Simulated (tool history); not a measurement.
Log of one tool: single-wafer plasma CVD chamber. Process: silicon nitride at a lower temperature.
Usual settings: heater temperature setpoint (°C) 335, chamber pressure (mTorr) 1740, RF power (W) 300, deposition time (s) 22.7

| run | day | heater temperature setpoint (°C) | chamber pressure (mTorr) | RF power (W) | deposition time (s) | read-back reference wafer on the same gauge, thickness_nm | mean film thickness on the monitor wafer (Å) |
|---|---|---|---|---|---|---|---|
| 1 | 0.000 | 335 | 1740 | 260 | 22.7 | 22.604 | 222.95 |
| 2 | 1.167 | 335 | 1740 | 300 | 22.7 | 22.634 | 260.58 |
| 3 | 2.638 | 335 | 1740 | 300 | 22.7 | 22.616 | 259.11 |
| 4 | 3.958 | 335 | 1740 | 300 | 22.7 | 22.618 | 258.45 |
| 5 | 4.992 | 335 | 1740 | 300 | 22.7 | 22.604 | 258.28 |
|  | 5.638 | thermocouple changed; heater temperature recalibrated |
| 6 | 6.288 | 335 | 1740 | 345 | 22.7 | 22.607 | 292.66 |
| 7 | 7.688 | 335 | 1740 | 300 | 25.5 | 22.600 | 290.25 |
| 8 | 8.192 | 335 | 1740 | 300 | 25.5 | 22.586 | 289.17 |
|  | 8.321 | gauge calibrated |
| 9 | 11.367 | 335 | 1470 | 300 | 22.7 | 22.589 | 246.89 |
| 10 | 14.025 | 326 | 1740 | 300 | 22.7 | 22.588 | 259.00 |
| 11 | 14.788 | 335 | 2030 | 300 | 22.7 | 22.630 | 270.23 |
|  | 15.608 | capacitance manometer re-zeroed and calibrated |
| 12 | 16.071 | 335 | 1740 | 300 | 22.7 | 22.597 | 256.69 |
|  | 16.588 | showerhead replaced |
| 13 | 17.288 | 335 | 1740 | 300 | 22.7 | 22.572 | 256.65 |
|  | 18.142 | RF generator calibrated |
| 14 | 18.562 | 335 | 1740 | 270 | 22.7 | 22.602 | 230.63 |
| 15 | 20.021 | 335 | 1540 | 325 | 18.9 | 22.590 | 225.75 |
| 16 | 21.450 | 335 | 1740 | 300 | 22.7 | 22.608 | 258.99 |
| 17 | 21.988 | 348 | 1740 | 300 | 19.2 | 22.634 | 218.88 |
| 18 | 22.725 | 326 | 1740 | 340 | 18.4 | 22.615 | 235.54 |
| 19 | 23.588 | 335 | 1740 | 300 | 22.7 | 22.614 | 258.04 |
| 20 | 24.650 | 335 | 1740 | 270 | 22.7 | 22.637 | 232.95 |
| 21 | 25.983 | 335 | 1740 | 300 | 22.7 | 22.619 | 256.83 |
| 22 | 27.229 | 335 | 1370 | 255 | 22.7 | 22.609 | 204.34 |
| 23 | 27.996 | 339 | 2130 | 300 | 21.1 | 22.618 | 254.70 |
| 24 | 28.638 | 329 | 1740 | 320 | 22.7 | 22.588 | 273.78 |
| 25 | 29.817 | 335 | 1740 | 340 | 22.7 | 22.603 | 290.86 |
| 26 | 30.629 | 344 | 1530 | 250 | 25.3 | 22.608 | 227.72 |
| 27 | 32.604 | 335 | 1740 | 250 | 22.7 | 22.616 | 214.20 |
| 28 | 34.292 | 349 | 1740 | 300 | 19.9 | 22.612 | 226.40 |

Forecast each of these 5 alternatives for the next run:
| A | 34.308 | 335 | 1740 | 300 | 22.7 | ? | ? |
| B | 34.308 | 325 | 1740 | 335 | 22.7 | ? | ? |
| C | 34.308 | 323 | 1920 | 280 | 26.2 | ? | ? |
| D | 34.308 | 335 | 1480 | 300 | 26.2 | ? | ? |
| E | 34.308 | 335 | 1410 | 300 | 18.6 | ? | ? |

| run | read-back reference wafer on the same gauge, thickness_nm | mean film thickness on the monitor wafer (Å) |
|---|---|---|
| A | 22.580 | 258.38 |
| B | 22.580 | 287.18 |
| C | 22.580 | 286.92 |
| D | 22.580 | 285.54 |
| E | 22.580 | 200.21 |
Without the tool's hidden state the same runs would have given:
| run | mean film thickness on the monitor wafer (Å) |
|---|---|
| A | 258.38 |
| B | 287.18 |
| C | 286.92 |
| D | 285.54 |
| E | 200.21 |

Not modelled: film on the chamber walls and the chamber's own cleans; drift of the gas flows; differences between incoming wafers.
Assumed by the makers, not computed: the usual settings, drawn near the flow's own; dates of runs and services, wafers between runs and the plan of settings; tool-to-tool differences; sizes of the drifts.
